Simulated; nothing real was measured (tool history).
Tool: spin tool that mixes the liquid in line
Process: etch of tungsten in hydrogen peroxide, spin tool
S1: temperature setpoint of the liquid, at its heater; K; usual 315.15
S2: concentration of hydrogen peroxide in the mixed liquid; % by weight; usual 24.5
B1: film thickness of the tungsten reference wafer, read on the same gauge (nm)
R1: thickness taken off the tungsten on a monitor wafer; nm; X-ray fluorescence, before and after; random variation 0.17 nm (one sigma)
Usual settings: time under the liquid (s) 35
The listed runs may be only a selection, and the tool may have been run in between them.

run 1 hour=0.0 | S1=315.15 S2=24.5 time_under_the_liquid_(s)=35 | B1=110.03 | R1=22.24
run 2 hour=42.3 | S1=315.15 S2=24.5 time_under_the_liquid_(s)=35 | B1=110.02 | R1=21.82
run 3 hour=78.7 | S1=315.15 S2=24.5 time_under_the_liquid_(s)=25 | B1=109.98 | R1=15.60
run 4 hour=116.4 | S1=315.15 S2=24.5 time_under_the_liquid_(s)=25 | B1=109.96 | R1=15.70
run 5 hour=144.9 | S1=315.15 S2=24.5 time_under_the_liquid_(s)=35 | B1=110.00 | R1=22.13
run 6 hour=211.2 | S1=315.15 S2=24.5 time_under_the_liquid_(s)=20 | B1=109.98 | R1=12.70
run 7 hour=278.3 | S1=315.15 S2=24.5 time_under_the_liquid_(s)=40 | B1=110.04 | R1=24.80
run 8 hour=306.3 | S1=315.15 S2=24.5 time_under_the_liquid_(s)=40 | B1=110.05 | R1=25.01
-- hour=368.0 peroxide flow meter replaced
-- hour=376.1 thermometer replaced
run 9 hour=460.0 | S1=315.15 S2=27.0 time_under_the_liquid_(s)=25 | B1=110.05 | R1=16.27
run 10 hour=484.9 | S1=315.15 S2=24.5 time_under_the_liquid_(s)=35 | B1=109.98 | R1=21.68
run 11 hour=532.3 | S1=315.15 S2=24.5 time_under_the_liquid_(s)=35 | B1=109.98 | R1=21.65
-- hour=583.7 heated supply line repaired
-- hour=677.3 new drum of peroxide connected
-- hour=723.1 gauge calibrated
run 12 hour=725.3 | S1=308.65 S2=24.5 time_under_the_liquid_(s)=35 | B1=110.00 | R1=14.73
run 13 hour=765.0 | S1=310.15 S2=28.0 time_under_the_liquid_(s)=40 | B1=110.00 | R1=19.86
run 14 hour=811.7 | S1=311.15 S2=18.5 time_under_the_liquid_(s)=35 | B1=109.98 | R1=15.07
run 15 hour=905.4 | S1=306.65 S2=18.5 time_under_the_liquid_(s)=20 | B1=110.01 | R1=6.35
run 16 hour=943.3 | S1=306.65 S2=29.0 time_under_the_liquid_(s)=35 | B1=109.98 | R1=13.89
run 17 hour=1013.2 | S1=312.15 S2=24.5 time_under_the_liquid_(s)=15 | B1=110.00 | R1=7.89
run 18 hour=1092.1 | S1=315.15 S2=24.5 time_under_the_liquid_(s)=25 | B1=110.03 | R1=15.94
run 19 hour=1144.1 | S1=315.15 S2=24.5 time_under_the_liquid_(s)=35 | B1=110.00 | R1=22.29
run 20 hour=1186.0 | S1=315.15 S2=24.5 time_under_the_liquid_(s)=35 | B1=109.99 | R1=22.36
run 21 hour=1223.8 | S1=315.15 S2=24.5 time_under_the_liquid_(s)=35 | B1=110.04 | R1=22.17
run 22 hour=1278.7 | S1=315.15 S2=24.5 time_under_the_liquid_(s)=35 | B1=109.99 | R1=22.27
run 23 hour=1330.7 | S1=315.15 S2=18.0 time_under_the_liquid_(s)=25 | B1=109.98 | R1=13.51
run 24 hour=1389.0 | S1=315.15 S2=24.5 time_under_the_liquid_(s)=35 | B1=110.01 | R1=21.93
run 25 hour=1453.8 | S1=315.15 S2=19.0 time_under_the_liquid_(s)=45 | B1=110.01 | R1=25.09

Alternative continuations, all from the tool just after run 25; predict every row:
run A hour=1454.2 | S1=315.15 S2=24.5 time_under_the_liquid_(s)=35 | B1=? | R1=?
run B hour=1454.2 | S1=306.65 S2=30.0 time_under_the_liquid_(s)=35 | B1=? | R1=?
run C hour=1454.2 | S1=324.65 S2=20.0 time_under_the_liquid_(s)=35 | B1=? | R1=?
run D hour=1454.2 | S1=318.15 S2=24.5 time_under_the_liquid_(s)=40 | B1=? | R1=?
run E hour=1454.2 | S1=323.15 S2=20.5 time_under_the_liquid_(s)=50 | B1=? | R1=?

run=A B1=110.01 R1=22.11
run=B B1=110.01 R1=13.95
run=C B1=110.01 R1=36.13
run=D B1=110.01 R1=30.58
run=E B1=110.01 R1=47.69
What these runs would have given with no unlogged condition in the tool:
run=A R1=22.62
run=B R1=14.28
run=C R1=36.97
run=D R1=31.30
run=E R1=48.81
